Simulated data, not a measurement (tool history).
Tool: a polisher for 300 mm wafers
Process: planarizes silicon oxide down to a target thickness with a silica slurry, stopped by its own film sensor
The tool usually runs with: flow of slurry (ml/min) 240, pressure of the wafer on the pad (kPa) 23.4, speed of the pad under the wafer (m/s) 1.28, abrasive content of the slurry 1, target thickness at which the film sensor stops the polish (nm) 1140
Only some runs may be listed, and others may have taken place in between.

run,hour,flow of slurry (ml/min),pressure of the wafer on the pad (kPa),speed of the pad under the wafer (m/s),abrasive content of the slurry,target thickness at which the film sensor stops the polish (nm),wafers since the last listed run,wafers polished on this pad,hours since the slurry nozzle was cleaned,hours since the head pressure was calibrated,hours since the slurry blender was calibrated,hours since the conditioning disc was replaced,"incoming thickness of the incoming film, nm",time until the film sensor stopped the polish (s)
1,0,240,23.4,1.28,1,1140,0,2807,340.9,1404.2,79.2,16.6,1318.9,51.9
2,14.7,240,23.4,1.28,1,1140,205,3013,355.6,1418.9,93.9,31.3,1314.7,51.1
# hour 25.3: worn pad replaced by a new one
3,32.3,240,17.9,1.28,1,1140,190,97,373.2,1436.5,111.5,48.9,1314.5,67.3
4,54.1,180,20.7,1.28,1,1110,305,402,395,1458.3,133.3,70.7,1296.1,63.2
# hour 72.1: head pressure recalibrated
5,72.6,240,23.4,1.28,1,1140,230,633,413.5,0.5,151.8,89.2,1324.6,58
# hour 90.4: slurry nozzle cleaned
6,96.8,260,23.4,1.28,1,1140,324,958,6.4,24.7,176,113.4,1306.1,51.1
7,118.2,240,26.2,1.4,1,1140,299,1258,27.8,46.1,197.4,134.8,1304.1,43.8
8,153.9,240,23.4,1.28,1,1140,499,1757,63.5,81.8,233.1,170.5,1308.8,52.6
9,167.4,240,23.4,1.28,1,1140,188,1946,77,95.3,246.6,184,1322.3,58.1
10,184.4,240,18.6,1.44,1,1106,237,2184,94,112.3,263.6,201,1331.3,83.9
11,201,215,23.4,1.62,1.2,1078,232,2417,110.6,128.9,280.2,217.6,1322,62.3
# hour 265.5: worn pad replaced by a new one
12,266,240,23.4,1.28,1.1,1140,853,6,175.6,193.9,345.2,282.6,1326,54.5
13,280.7,175,26.9,1,0.9,1140,205,212,190.3,208.6,359.9,297.3,1314.6,58.5
14,312.6,240,23.4,1.28,1,1140,446,658,222.2,240.5,391.8,329.2,1331.9,59.7
15,329.8,295,23.4,1.28,1,1140,240,899,239.4,257.7,409,346.4,1297.7,46.2
# hour 337.9: conditioning disc replaced and pad reconditioned
16,342.7,240,23.4,1.62,1,1202,152,1051,252.3,270.6,421.9,4.8,1323.6,32.9
# hour 358.3: slurry blender recalibrated
17,358.8,240,23.4,1.28,1,1140,197,1249,268.4,286.7,0.5,20.9,1292.9,46.6
18,393.1,240,23.4,1.28,1,1183,480,1729,302.7,321,34.8,55.2,1307.4,38.4
19,415.6,240,23.4,1.28,1,1140,314,2044,325.2,343.5,57.3,77.7,1330.9,58
# hour 433.7: slurry nozzle cleaned
20,441.2,240,31,1.28,1,1140,344,2388,7.5,369.1,82.9,103.3,1326.6,41.8
21,465.4,240,23.4,1.44,1,1193,338,2727,31.7,393.3,107.1,127.5,1317.2,35
# hour 479.7: worn pad replaced by a new one
22,495.7,290,23.4,0.9,1,1159,368,223,62,423.6,137.4,157.8,1315.7,53.8
23,515.3,240,23.4,1.28,1,1140,274,498,81.6,443.2,157,177.4,1314.7,53.5

What will run 24 give?
24,546,240,15.9,1.48,1,1140,429,927,112.3,473.9,187.7,208.1,1335,?

{"run 24": {"time until the film sensor stopped the polish (s)": 81.4}}
With no hidden state in the tool, this same run would have given time until the film sensor stopped the polish (s) 86.5.
